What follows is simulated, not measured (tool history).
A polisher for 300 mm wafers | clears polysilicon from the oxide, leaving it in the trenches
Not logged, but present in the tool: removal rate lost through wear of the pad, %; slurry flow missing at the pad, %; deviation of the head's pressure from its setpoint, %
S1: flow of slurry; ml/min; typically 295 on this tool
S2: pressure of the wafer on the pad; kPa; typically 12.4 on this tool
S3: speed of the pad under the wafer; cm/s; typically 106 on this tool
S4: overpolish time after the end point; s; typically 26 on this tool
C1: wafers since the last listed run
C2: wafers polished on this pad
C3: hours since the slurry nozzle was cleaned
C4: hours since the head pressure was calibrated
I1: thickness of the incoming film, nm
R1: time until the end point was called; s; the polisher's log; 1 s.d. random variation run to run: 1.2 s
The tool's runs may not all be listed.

{"run": 1, "hour": 0.0, "S1": 350, "S2": 12.4, "S3": 106, "S4": 26, "C1": 0, "C2": 2131, "C3": 73.2, "C4": 2.2, "I1": 754.9, "R1": 81.5}
{"hour": 13.9, "done": "worn pad replaced by a new one"}
{"run": 2, "hour": 71.9, "S1": 350, "S2": 12.4, "S3": 106, "S4": 26, "C1": 620, "C2": 529, "C3": 145.1, "C4": 74.1, "I1": 758.7, "R1": 83.3}
{"run": 3, "hour": 107.2, "S1": 295, "S2": 9.7, "S3": 106, "S4": 26, "C1": 322, "C2": 852, "C3": 180.4, "C4": 109.4, "I1": 773.7, "R1": 114.2}
{"run": 4, "hour": 174.6, "S1": 295, "S2": 9.7, "S3": 106, "S4": 26, "C1": 615, "C2": 1467, "C3": 247.8, "C4": 176.8, "I1": 771.4, "R1": 116.3}
{"hour": 236.8, "done": "slurry nozzle cleaned"}
{"hour": 291.7, "done": "worn pad replaced by a new one"}
{"hour": 327.2, "done": "head pressure recalibrated"}
{"run": 5, "hour": 376.7, "S1": 295, "S2": 12.4, "S3": 106, "S4": 26, "C1": 1782, "C2": 757, "C3": 139.9, "C4": 49.5, "I1": 771.1, "R1": 88.1}
{"run": 6, "hour": 410.4, "S1": 295, "S2": 12.4, "S3": 106, "S4": 26, "C1": 307, "C2": 1065, "C3": 173.6, "C4": 83.2, "I1": 760.5, "R1": 87.7}
{"run": 7, "hour": 473.3, "S1": 295, "S2": 12.4, "S3": 106, "S4": 26, "C1": 574, "C2": 1640, "C3": 236.5, "C4": 146.1, "I1": 757.8, "R1": 85.9}
{"run": 8, "hour": 505.9, "S1": 295, "S2": 12.4, "S3": 106, "S4": 26, "C1": 297, "C2": 1937, "C3": 269.1, "C4": 178.7, "I1": 759.7, "R1": 88.9}
{"hour": 521.4, "done": "slurry nozzle cleaned"}
{"run": 9, "hour": 548.3, "S1": 295, "S2": 12.4, "S3": 134, "S4": 38, "C1": 378, "C2": 2316, "C3": 26.9, "C4": 221.1, "I1": 744.0, "R1": 66.6}
{"hour": 569.2, "done": "worn pad replaced by a new one"}
{"run": 10, "hour": 607.4, "S1": 295, "S2": 12.4, "S3": 134, "S4": 38, "C1": 503, "C2": 348, "C3": 86.0, "C4": 280.2, "I1": 754.0, "R1": 66.6}
{"run": 11, "hour": 648.7, "S1": 295, "S2": 12.4, "S3": 134, "S4": 38, "C1": 377, "C2": 725, "C3": 127.3, "C4": 321.5, "I1": 769.5, "R1": 69.6}
{"run": 12, "hour": 675.3, "S1": 295, "S2": 12.4, "S3": 80, "S4": 26, "C1": 242, "C2": 968, "C3": 153.9, "C4": 348.1, "I1": 746.9, "R1": 109.9}
{"hour": 699.4, "done": "head pressure recalibrated"}
{"run": 13, "hour": 716.1, "S1": 295, "S2": 12.4, "S3": 80, "S4": 26, "C1": 354, "C2": 1323, "C3": 194.7, "C4": 16.7, "I1": 749.3, "R1": 108.8}
{"run": 14, "hour": 780.6, "S1": 295, "S2": 12.4, "S3": 80, "S4": 26, "C1": 589, "C2": 1912, "C3": 259.2, "C4": 81.2, "I1": 753.0, "R1": 110.1}
{"run": 15, "hour": 819.1, "S1": 295, "S2": 12.4, "S3": 106, "S4": 26, "C1": 351, "C2": 2264, "C3": 297.7, "C4": 119.7, "I1": 758.7, "R1": 94.4}
{"hour": 830.4, "done": "slurry nozzle cleaned"}
{"hour": 879.9, "done": "worn pad replaced by a new one"}
{"run": 16, "hour": 885.5, "S1": 295, "S2": 13.8, "S3": 106, "S4": 15, "C1": 560, "C2": 51, "C3": 55.1, "C4": 186.1, "I1": 753.7, "R1": 73.4}
{"run": 17, "hour": 951.1, "S1": 295, "S2": 12.4, "S3": 106, "S4": 26, "C1": 599, "C2": 650, "C3": 120.7, "C4": 251.7, "I1": 769.8, "R1": 88.9}
{"run": 18, "hour": 991.2, "S1": 200, "S2": 16.5, "S3": 128, "S4": 39, "C1": 366, "C2": 1016, "C3": 160.8, "C4": 291.8, "I1": 761.4, "R1": 56.5}
{"hour": 1028.7, "done": "head pressure recalibrated"}
{"run": 19, "hour": 1043.4, "S1": 295, "S2": 9.0, "S3": 138, "S4": 26, "C1": 458, "C2": 1475, "C3": 213.0, "C4": 14.7, "I1": 754.0, "R1": 92.8}
{"run": 20, "hour": 1081.2, "S1": 295, "S2": 12.4, "S3": 106, "S4": 26, "C1": 345, "C2": 1820, "C3": 250.8, "C4": 52.5, "I1": 756.5, "R1": 90.1}
{"run": 21, "hour": 1105.7, "S1": 295, "S2": 12.4, "S3": 106, "S4": 26, "C1": 223, "C2": 2044, "C3": 275.3, "C4": 77.0, "I1": 753.1, "R1": 89.3}
{"hour": 1112.7, "done": "slurry nozzle cleaned"}
{"hour": 1126.3, "done": "worn pad replaced by a new one"}
{"run": 22, "hour": 1142.5, "S1": 295, "S2": 12.4, "S3": 70, "S4": 40, "C1": 290, "C2": 148, "C3": 29.8, "C4": 113.8, "I1": 773.8, "R1": 122.9}
{"run": 23, "hour": 1172.5, "S1": 295, "S2": 9.0, "S3": 138, "S4": 26, "C1": 274, "C2": 422, "C3": 59.8, "C4": 143.8, "I1": 776.0, "R1": 94.9}
{"run": 24, "hour": 1233.3, "S1": 295, "S2": 12.4, "S3": 106, "S4": 26, "C1": 555, "C2": 977, "C3": 120.6, "C4": 204.6, "I1": 753.4, "R1": 81.8}
{"run": 25, "hour": 1283.3, "S1": 295, "S2": 12.4, "S3": 68, "S4": 26, "C1": 456, "C2": 1434, "C3": 170.6, "C4": 254.6, "I1": 766.6, "R1": 130.0}
{"run": 26, "hour": 1343.6, "S1": 295, "S2": 12.4, "S3": 130, "S4": 26, "C1": 550, "C2": 1984, "C3": 230.9, "C4": 314.9, "I1": 757.8, "R1": 72.8}
{"run": 27, "hour": 1380.7, "S1": 225, "S2": 10.3, "S3": 106, "S4": 26, "C1": 338, "C2": 2323, "C3": 268.0, "C4": 352.0, "I1": 760.9, "R1": 113.7}
{"hour": 1398.6, "done": "slurry nozzle cleaned"}
{"hour": 1411.5, "done": "head pressure recalibrated"}
{"run": 28, "hour": 1426.4, "S1": 295, "S2": 12.4, "S3": 120, "S4": 31, "C1": 390, "C2": 2713, "C3": 27.8, "C4": 14.9, "I1": 759.7, "R1": 74.7}

Here are 3 independent what-if runs from the current tool condition. What would each one return?
{"run": "A", "hour": 1426.9, "S1": 295, "S2": 12.4, "S3": 72, "S4": 26, "C1": 4, "C2": 2718, "C3": 28.3, "C4": 15.4, "I1": 758.2, "R1": "?"}
{"run": "B", "hour": 1426.9, "S1": 205, "S2": 12.4, "S3": 82, "S4": 26, "C1": 4, "C2": 2718, "C3": 28.3, "C4": 15.4, "I1": 758.2, "R1": "?"}
{"run": "C", "hour": 1426.9, "S1": 295, "S2": 12.4, "S3": 92, "S4": 26, "C1": 4, "C2": 2718, "C3": 28.3, "C4": 15.4, "I1": 758.2, "R1": "?"}

run=A R1=116.0
run=B R1=108.6
run=C R1=93.5
With no hidden state in the tool, these same runs would have given:
run=A R1=115.7
run=B R1=108.1
run=C R1=93.2
